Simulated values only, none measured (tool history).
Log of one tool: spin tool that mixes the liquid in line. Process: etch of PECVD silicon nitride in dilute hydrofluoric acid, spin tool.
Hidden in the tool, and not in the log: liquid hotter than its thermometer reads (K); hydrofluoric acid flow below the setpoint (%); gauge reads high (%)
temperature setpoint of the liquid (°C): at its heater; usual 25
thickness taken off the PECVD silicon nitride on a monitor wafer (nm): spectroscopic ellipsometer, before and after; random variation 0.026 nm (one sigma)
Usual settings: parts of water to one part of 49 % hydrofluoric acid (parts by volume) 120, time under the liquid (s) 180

run    hour  temperature setpoint of the liquid (°C)  parts of water to one part of 49 % hydrofluoric acid (parts by volume)  time under the liquid (s)  wafers since the last listed run  hours since the thermometer was replaced  hours since the hydrofluoric acid flow meter was replaced  hours since the gauge calibration  read-back film thickness of the PECVD silicon nitride reference wafer, read on the same gauge (nm)  thickness taken off the PECVD silicon nitride on a monitor wafer (nm)
  1       0                                       25                                                                     120                        180                                 0                                    2186.2                                                      452.4                              672.6                                                                                              70.027                                                                  3.019
  2    48.1                                       25                                                                     120                        180                               433                                    2234.3                                                      500.5                              720.7                                                                                              70.006                                                                  3.033
  3    78.4                                       25                                                                     120                        180                               272                                    2264.6                                                      530.8                                751                                                                                                  70                                                                  3.022
  4   125.1                                       25                                                                     120                        180                               420                                    2311.3                                                      577.5                              797.7                                                                                              69.991                                                                  2.984
  5   208.1                                       25                                                                     120                        180                               747                                    2394.3                                                      660.5                              880.7                                                                                              69.997                                                                  2.973
  6     276                                       25                                                                     120                        180                               611                                    2462.2                                                      728.4                              948.6                                                                                              70.009                                                                  2.997
  7   332.8                                       25                                                                     120                        180                               511                                      2519                                                      785.2                             1005.4                                                                                              69.981                                                                   3.01
  8   379.9                                       25                                                                     120                        180                               424                                    2566.1                                                      832.3                             1052.5                                                                                              70.005                                                                  2.979
  9   427.9                                       25                                                                     120                        110                               432                                    2614.1                                                      880.3                             1100.5                                                                                              69.996                                                                   1.87
        447  -- gauge calibrated
 10   486.2                                       25                                                                     120                        110                               525                                    2672.4                                                      938.6                               39.2                                                                                              69.999                                                                  1.859
 11   551.3                                       25                                                                     120                        110                               586                                    2737.5                                                     1003.7                              104.3                                                                                              70.019                                                                  1.863
 12   584.3                                       26                                                                     120                        180                               297                                    2770.5                                                     1036.7                              137.3                                                                                              70.011                                                                  3.251
 13   622.6                                       25                                                                     120                        180                               344                                    2808.8                                                       1075                              175.6                                                                                              69.994                                                                  3.031
      672.7  -- thermometer replaced
 14   680.1                                       25                                                                     120                        180                               508                                       7.4                                                     1132.5                              233.1                                                                                              70.017                                                                  2.601
 15   737.5                                       30                                                                     155                         70                               517                                      64.8                                                     1189.9                              290.5                                                                                              70.012                                                                  1.064
 16   786.3                                     26.5                                                                     175                        235                               439                                     113.6                                                     1238.7                              339.3                                                                                              69.999                                                                  2.537
      787.9  -- hydrofluoric acid flow meter replaced
 17   832.6                                       25                                                                     120                        180                               408                                     159.9                                                       44.7                              385.6                                                                                              70.003                                                                  2.759
 18   902.3                                     27.5                                                                      70                        250                               627                                     229.6                                                      114.4                              455.3                                                                                              69.992                                                                  7.751
 19   973.2                                     23.5                                                                      90                        125                               638                                     300.5                                                      185.3                              526.2                                                                                              69.986                                                                  2.319
 20  1039.7                                       25                                                                     120                        180                               598                                       367                                                      251.8                              592.7                                                                                              70.006                                                                  2.749
 21  1089.1                                       25                                                                     120                        180                               444                                     416.4                                                      301.2                              642.1                                                                                               69.99                                                                  2.716
 22  1116.3                                       28                                                                     120                        180                               244                                     443.6                                                      328.4                              669.3                                                                                              70.011                                                                  3.373
 23  1145.1                                     23.5                                                                      95                        290                               259                                     472.4                                                      357.2                              698.1                                                                                              69.996                                                                  5.108
 24    1170                                     28.5                                                                      85                        220                               224                                     497.3                                                      382.1                                723                                                                                              70.007                                                                   5.88
 25    1233                                       25                                                                     120                        180                               567                                     560.3                                                      445.1                                786                                                                                              69.991                                                                  2.769
 26  1274.6                                       28                                                                     145                         85                               374                                     601.9                                                      486.7                              827.6                                                                                              70.006                                                                  1.294
 27  1305.9                                       25                                                                     120                         90                               281                                     633.2                                                        518                              858.9                                                                                              70.015                                                                  1.373

Forecast each of these 4 alternatives for the next run:
  A  1306.4                                       25                                                                     150                        180                                 4                                     633.7                                                      518.5                              859.4                                                                                                   ?                                                                      ?
  B  1306.4                                       25                                                                     120                        105                                 4                                     633.7                                                      518.5                              859.4                                                                                                   ?                                                                      ?
  C  1306.4                                       25                                                                     120                        235                                 4                                     633.7                                                      518.5                              859.4                                                                                                   ?                                                                      ?
  D  1306.4                                     27.5                                                                     145                         75                                 4                                     633.7                                                      518.5                              859.4                                                                                                   ?                                                                      ?

run  read-back film thickness of the PECVD silicon nitride reference wafer, read on the same gauge (nm)  thickness taken off the PECVD silicon nitride on a monitor wafer (nm)
  A                                                                                              69.966                                                                  2.247
  B                                                                                              69.966                                                                  1.637
  C                                                                                              69.966                                                                  3.663
  D                                                                                              69.966                                                                  1.133
Without the tool's hidden state the same runs would have given:
run  thickness taken off the PECVD silicon nitride on a monitor wafer (nm)
  A                                                                  2.176
  B                                                                  1.584
  C                                                                  3.545
  D                                                                  1.099

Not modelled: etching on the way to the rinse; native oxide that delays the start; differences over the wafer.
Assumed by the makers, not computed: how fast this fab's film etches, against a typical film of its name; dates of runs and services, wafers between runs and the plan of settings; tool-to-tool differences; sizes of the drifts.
